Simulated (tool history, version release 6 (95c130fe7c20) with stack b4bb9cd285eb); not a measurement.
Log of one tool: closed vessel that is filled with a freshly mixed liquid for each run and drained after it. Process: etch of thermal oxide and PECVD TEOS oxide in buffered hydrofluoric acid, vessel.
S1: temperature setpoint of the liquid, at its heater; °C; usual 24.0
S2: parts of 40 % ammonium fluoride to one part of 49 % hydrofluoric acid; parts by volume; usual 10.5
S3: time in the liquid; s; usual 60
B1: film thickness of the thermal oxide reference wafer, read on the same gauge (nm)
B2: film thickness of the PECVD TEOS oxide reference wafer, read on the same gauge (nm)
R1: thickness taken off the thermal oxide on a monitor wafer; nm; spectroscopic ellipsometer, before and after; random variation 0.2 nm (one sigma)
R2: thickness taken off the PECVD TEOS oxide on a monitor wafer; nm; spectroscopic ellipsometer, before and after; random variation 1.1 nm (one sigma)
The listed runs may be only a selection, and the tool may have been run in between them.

run 1 day=0.000 | S1=24.0 S2=13.5 S3=60 | B1=100.01 B2=90.00 | R1=47.24 R2=82.15
run 2 day=0.517 | S1=24.0 S2=13.5 S3=60 | B1=100.00 B2=90.02 | R1=47.14 R2=81.52
run 3 day=1.004 | S1=24.0 S2=10.5 S3=60 | B1=99.97 B2=89.99 | R1=60.81 R2=103.32
run 4 day=1.267 | S1=24.0 S2=10.5 S3=60 | B1=99.98 B2=89.99 | R1=60.33 R2=106.19
run 5 day=1.725 | S1=24.0 S2=10.5 S3=60 | B1=100.01 B2=89.97 | R1=60.55 R2=105.04
run 6 day=2.362 | S1=24.0 S2=10.5 S3=60 | B1=100.03 B2=90.02 | R1=60.23 R2=105.06
run 7 day=2.700 | S1=24.0 S2=10.5 S3=60 | B1=99.99 B2=90.01 | R1=60.11 R2=104.13
run 8 day=3.225 | S1=24.0 S2=7.5 S3=60 | B1=99.98 B2=89.98 | R1=81.37 R2=141.64
run 9 day=3.600 | S1=24.0 S2=10.5 S3=60 | B1=100.04 B2=89.98 | R1=60.16 R2=104.54
-- day=3.696 hydrofluoric acid flow meter replaced
run 10 day=4.342 | S1=24.0 S2=10.5 S3=60 | B1=99.99 B2=89.99 | R1=67.68 R2=115.98
run 11 day=4.596 | S1=24.0 S2=10.5 S3=60 | B1=99.98 B2=90.00 | R1=67.58 R2=118.73
run 12 day=5.333 | S1=24.0 S2=10.5 S3=60 | B1=100.00 B2=89.97 | R1=67.36 R2=115.28
run 13 day=5.842 | S1=28.0 S2=10.5 S3=45 | B1=99.99 B2=89.99 | R1=62.82 R2=107.69
run 14 day=6.396 | S1=24.0 S2=10.5 S3=60 | B1=100.00 B2=90.03 | R1=67.16 R2=116.75
run 15 day=6.767 | S1=20.5 S2=10.5 S3=60 | B1=99.99 B2=89.99 | R1=55.06 R2=96.79
-- day=6.950 gauge calibrated
run 16 day=7.229 | S1=24.0 S2=10.5 S3=30 | B1=100.03 B2=90.00 | R1=33.57 R2=57.58
-- day=7.608 thermometer replaced
run 17 day=7.875 | S1=24.0 S2=10.5 S3=60 | B1=100.00 B2=89.98 | R1=67.02 R2=117.89
run 18 day=8.125 | S1=20.0 S2=10.5 S3=60 | B1=100.00 B2=90.02 | R1=53.85 R2=92.27
run 19 day=8.617 | S1=28.0 S2=8.0 S3=35 | B1=100.01 B2=90.02 | R1=61.81 R2=107.83
run 20 day=9.192 | S1=20.0 S2=10.5 S3=30 | B1=100.01 B2=90.01 | R1=26.82 R2=46.42
run 21 day=9.812 | S1=22.5 S2=13.0 S3=90 | B1=99.98 B2=89.96 | R1=74.98 R2=131.49
run 22 day=10.362 | S1=24.0 S2=6.5 S3=80 | B1=100.02 B2=90.00 | R1=140.21 R2=241.39
run 23 day=10.883 | S1=24.0 S2=10.5 S3=60 | B1=99.99 B2=89.99 | R1=66.68 R2=115.21

Below are 3 alternative next runs, each starting from the tool's condition after run 23. Predict each:
run A day=10.912 | S1=24.0 S2=10.5 S3=60 | B1=? B2=? | R1=? R2=?
run B day=10.912 | S1=25.5 S2=7.0 S3=75 | B1=? B2=? | R1=? R2=?
run C day=10.912 | S1=24.0 S2=13.5 S3=35 | B1=? B2=? | R1=? R2=?

run=A B1=99.99 B2=90.02 R1=66.92 R2=117.35
run=B B1=99.99 B2=90.02 R1=133.29 R2=233.75
run=C B1=99.99 B2=90.02 R1=30.53 R2=53.55
The same runs, with their run-to-run variation unchanged, on a tool lacking any hidden condition would have given:
run=A R1=67.60 R2=118.54
run=B R1=134.79 R2=236.37
run=C R1=30.85 R2=54.09

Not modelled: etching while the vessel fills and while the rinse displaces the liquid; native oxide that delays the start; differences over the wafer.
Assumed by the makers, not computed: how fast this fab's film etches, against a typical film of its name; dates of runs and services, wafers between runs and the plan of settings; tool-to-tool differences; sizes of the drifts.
